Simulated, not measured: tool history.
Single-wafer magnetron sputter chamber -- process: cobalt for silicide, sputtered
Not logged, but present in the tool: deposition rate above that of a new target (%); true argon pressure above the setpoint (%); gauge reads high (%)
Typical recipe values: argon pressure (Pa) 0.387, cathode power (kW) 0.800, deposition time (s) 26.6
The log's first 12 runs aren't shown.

run,day,argon pressure (Pa),cathode power (kW),deposition time (s),wafers since the last listed run,wafers on the sputter target,hours since the last manometer calibration,hours since the magnet pack was replaced,hours since the gauge calibration,"read-back reference wafer on the same gauge, thickness_nm",mean film thickness on the monitor wafer (nm)
13,31.771,0.387,0.700,23.3,722,4936,1258.3,12979.1,1916.7,11.199,8.548
14,33.996,0.387,0.800,26.6,712,5649,1311.7,13032.5,1970.1,11.190,11.090
# day 35.283: capacitance manometer re-zeroed and calibrated
15,36.312,0.387,0.950,26.6,635,6285,24.7,13088.1,2025.7,11.207,13.173
16,39.346,0.387,0.800,24.4,971,7256,97.5,13160.9,2098.5,11.196,10.276
# day 41.017: sputter target and shields replaced
17,41.038,0.314,0.950,26.6,435,7,138.1,13201.5,2139.1,11.190,13.564
18,44.754,0.518,0.800,26.6,1190,1197,227.3,13290.7,2228.3,11.202,10.685
19,49.138,0.527,0.700,24.4,1404,2601,332.5,13395.9,2333.5,11.194,8.505
20,50.646,0.387,0.800,26.6,483,3085,368.7,13432.1,2369.7,11.205,11.090
# day 56.354: magnet pack replaced
21,60.338,0.387,0.650,26.6,2997,6082,601.3,95.6,2602.3,11.209,9.076
22,63.683,0.286,0.800,30.4,1071,7154,681.6,175.9,2682.6,11.194,13.131
23,66.950,0.330,0.650,26.6,1046,8201,760.0,254.3,2761.0,11.203,9.209
24,70.067,0.387,0.700,23.3,998,9199,834.8,329.1,2835.8,11.190,8.561
# day 71.542: sputter target and shields replaced
# day 72.867: gauge calibrated
25,73.521,0.387,0.800,26.6,999,634,917.7,412.0,15.7,11.198,11.212
26,76.762,0.274,0.800,26.6,1038,1672,995.5,489.8,93.5,11.197,11.513
27,80.479,0.387,0.800,26.6,1190,2863,1084.7,579.0,182.7,11.189,11.116
28,82.179,0.387,0.750,29.4,544,3407,1125.5,619.8,223.5,11.212,11.574
29,85.804,0.387,0.650,31.6,1161,4568,1212.5,706.8,310.5,11.192,10.803
30,88.725,0.489,1.000,23.5,935,5504,1282.6,776.9,380.6,11.199,11.838
# day 90.396: capacitance manometer re-zeroed and calibrated
31,90.592,0.535,0.800,26.6,491,5995,4.7,821.7,425.4,11.212,10.678
32,93.562,0.435,0.900,22.2,951,6947,76.0,893.0,496.7,11.187,10.299
33,96.046,0.387,0.800,26.6,795,7742,135.6,952.6,556.3,11.207,11.085
34,100.058,0.528,0.750,21.4,1285,9028,231.9,1048.9,652.6,11.186,7.983
# day 101.712: sputter target and shields replaced
35,103.754,0.266,0.900,26.6,1077,654,320.6,1137.6,741.3,11.215,13.161

Branching from run 35: 4 alternative next runs. What would each branch give?
A,103.771,0.387,0.800,26.6,5,659,321.0,1138.0,741.7,?,?
B,103.771,0.449,0.800,26.6,5,659,321.0,1138.0,741.7,?,?
C,103.771,0.260,0.900,26.6,5,659,321.0,1138.0,741.7,?,?
D,103.771,0.326,0.850,22.5,5,659,321.0,1138.0,741.7,?,?

run,"read-back reference wafer on the same gauge, thickness_nm",mean film thickness on the monitor wafer (nm)
A,11.211,11.170
B,11.211,10.946
C,11.211,13.103
D,11.211,10.242
Without the tool's hidden state the same runs would have given:
run,mean film thickness on the monitor wafer (nm)
A,11.170
B,10.946
C,13.103
D,10.242

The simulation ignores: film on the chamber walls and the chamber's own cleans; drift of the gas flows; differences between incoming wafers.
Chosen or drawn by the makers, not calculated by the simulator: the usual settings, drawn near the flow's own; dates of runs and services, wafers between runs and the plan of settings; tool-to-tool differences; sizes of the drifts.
